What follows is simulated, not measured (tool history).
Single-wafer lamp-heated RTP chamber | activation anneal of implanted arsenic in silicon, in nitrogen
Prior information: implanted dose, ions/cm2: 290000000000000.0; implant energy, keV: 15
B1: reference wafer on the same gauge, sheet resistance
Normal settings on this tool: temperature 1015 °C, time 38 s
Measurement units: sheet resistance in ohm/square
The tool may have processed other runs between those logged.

run 1 day=0.000 | temperature=1015 time=25 | B1=316.97 | sheet_resistance=285.68
run 2 day=1.304 | temperature=1015 time=38 | B1=317.02 | sheet_resistance=281.32
run 3 day=2.008 | temperature=1015 time=38 | B1=317.02 | sheet_resistance=281.23
-- day=2.542 pyrometer window cleaned and pyrometer calibrated
run 4 day=3.050 | temperature=1015 time=38 | B1=317.03 | sheet_resistance=283.91
run 5 day=4.283 | temperature=1015 time=38 | B1=316.96 | sheet_resistance=283.99
run 6 day=5.138 | temperature=999 time=38 | B1=317.07 | sheet_resistance=287.33
run 7 day=8.175 | temperature=999 time=38 | B1=316.93 | sheet_resistance=286.37
run 8 day=9.512 | temperature=999 time=38 | B1=316.97 | sheet_resistance=285.82
run 9 day=10.462 | temperature=1015 time=38 | B1=316.99 | sheet_resistance=281.72
run 10 day=11.829 | temperature=1015 time=38 | B1=317.05 | sheet_resistance=282.64
run 11 day=12.846 | temperature=1015 time=38 | B1=317.14 | sheet_resistance=281.47
-- day=14.438 pyrometer window cleaned and pyrometer calibrated
run 12 day=14.458 | temperature=1015 time=38 | B1=317.01 | sheet_resistance=282.85
run 13 day=15.671 | temperature=1015 time=38 | B1=317.01 | sheet_resistance=283.47
run 14 day=16.317 | temperature=1015 time=38 | B1=317.05 | sheet_resistance=283.57
run 15 day=17.800 | temperature=1040 time=38 | B1=316.88 | sheet_resistance=277.02
run 16 day=18.550 | temperature=1015 time=38 | B1=317.10 | sheet_resistance=283.00
run 17 day=19.462 | temperature=999 time=56 | B1=317.06 | sheet_resistance=282.12
run 18 day=20.004 | temperature=990 time=32 | B1=316.87 | sheet_resistance=288.37
run 19 day=21.088 | temperature=1015 time=38 | B1=317.01 | sheet_resistance=282.16
-- day=21.867 gauge calibrated
run 20 day=22.425 | temperature=990 time=32 | B1=317.00 | sheet_resistance=288.36
run 21 day=23.492 | temperature=1015 time=38 | B1=316.86 | sheet_resistance=281.66
run 22 day=25.679 | temperature=996 time=60 | B1=316.98 | sheet_resistance=280.80
run 23 day=27.400 | temperature=1015 time=38 | B1=317.05 | sheet_resistance=280.88
run 24 day=28.204 | temperature=1005 time=51 | B1=316.95 | sheet_resistance=280.77
run 25 day=28.938 | temperature=1023 time=17 | B1=317.04 | sheet_resistance=285.76
-- day=29.438 pyrometer window cleaned and pyrometer calibrated
run 26 day=29.908 | temperature=1028 time=45 | B1=317.09 | sheet_resistance=278.83
-- day=30.404 reflector plate cleaned
run 27 day=31.346 | temperature=1015 time=38 | B1=316.94 | sheet_resistance=284.90
run 28 day=32.454 | temperature=1032 time=38 | B1=317.00 | sheet_resistance=280.30
run 29 day=33.500 | temperature=1030 time=20 | B1=316.94 | sheet_resistance=286.24
run 30 day=34.179 | temperature=1035 time=17 | B1=316.96 | sheet_resistance=287.28
run 31 day=35.038 | temperature=1044 time=30 | B1=316.89 | sheet_resistance=279.47
run 32 day=36.112 | temperature=1028 time=38 | B1=316.98 | sheet_resistance=280.32
run 33 day=37.475 | temperature=1039 time=18 | B1=317.02 | sheet_resistance=285.22
run 34 day=38.054 | temperature=1015 time=38 | B1=317.01 | sheet_resistance=282.86
-- day=41.742 pyrometer window cleaned and pyrometer calibrated
run 35 day=41.762 | temperature=1015 time=38 | B1=317.06 | sheet_resistance=283.85
run 36 day=42.417 | temperature=1015 time=38 | B1=316.94 | sheet_resistance=284.45
run 37 day=43.279 | temperature=1015 time=38 | B1=316.84 | sheet_resistance=283.41

Give the tool's hidden conditions for every run:
gauge reads high (%): 0 across all the runs
H1: true wafer temperature minus pyrometer reading, K
H2: wafer temperature error from the tarnished reflector plate, K
run=1 H1=11.4 H2=7.06
run=2 H1=12.6 H2=7.24
run=3 H1=13.2 H2=7.33
run=4 H1=1.53 H2=7.45
run=5 H1=2.61 H2=7.59
run=6 H1=3.35 H2=7.68
run=7 H1=6 H2=7.97
run=8 H1=7.16 H2=8.08
run=9 H1=7.99 H2=8.15
run=10 H1=9.18 H2=8.24
run=11 H1=10.1 H2=8.31
run=12 H1=0.469 H2=8.4
run=13 H1=1.52 H2=8.47
run=14 H1=2.09 H2=8.5
run=15 H1=3.38 H2=8.57
run=16 H1=4.03 H2=8.61
run=17 H1=4.83 H2=8.65
run=18 H1=5.3 H2=8.67
run=19 H1=6.24 H2=8.71
run=20 H1=7.41 H2=8.76
run=21 H1=8.33 H2=8.79
run=22 H1=10.2 H2=8.86
run=23 H1=11.7 H2=8.9
run=24 H1=12.4 H2=8.92
run=25 H1=13.1 H2=8.94
run=26 H1=0.936 H2=8.96
run=27 H1=2.19 H2=1.44
run=28 H1=3.15 H2=1.98
run=29 H1=4.06 H2=2.46
run=30 H1=4.66 H2=2.76
run=31 H1=5.4 H2=3.11
run=32 H1=6.34 H2=3.53
run=33 H1=7.53 H2=4.01
run=34 H1=8.03 H2=4.21
run=35 H1=1.67 H2=5.3
run=36 H1=2.24 H2=5.47
run=37 H1=2.99 H2=5.68
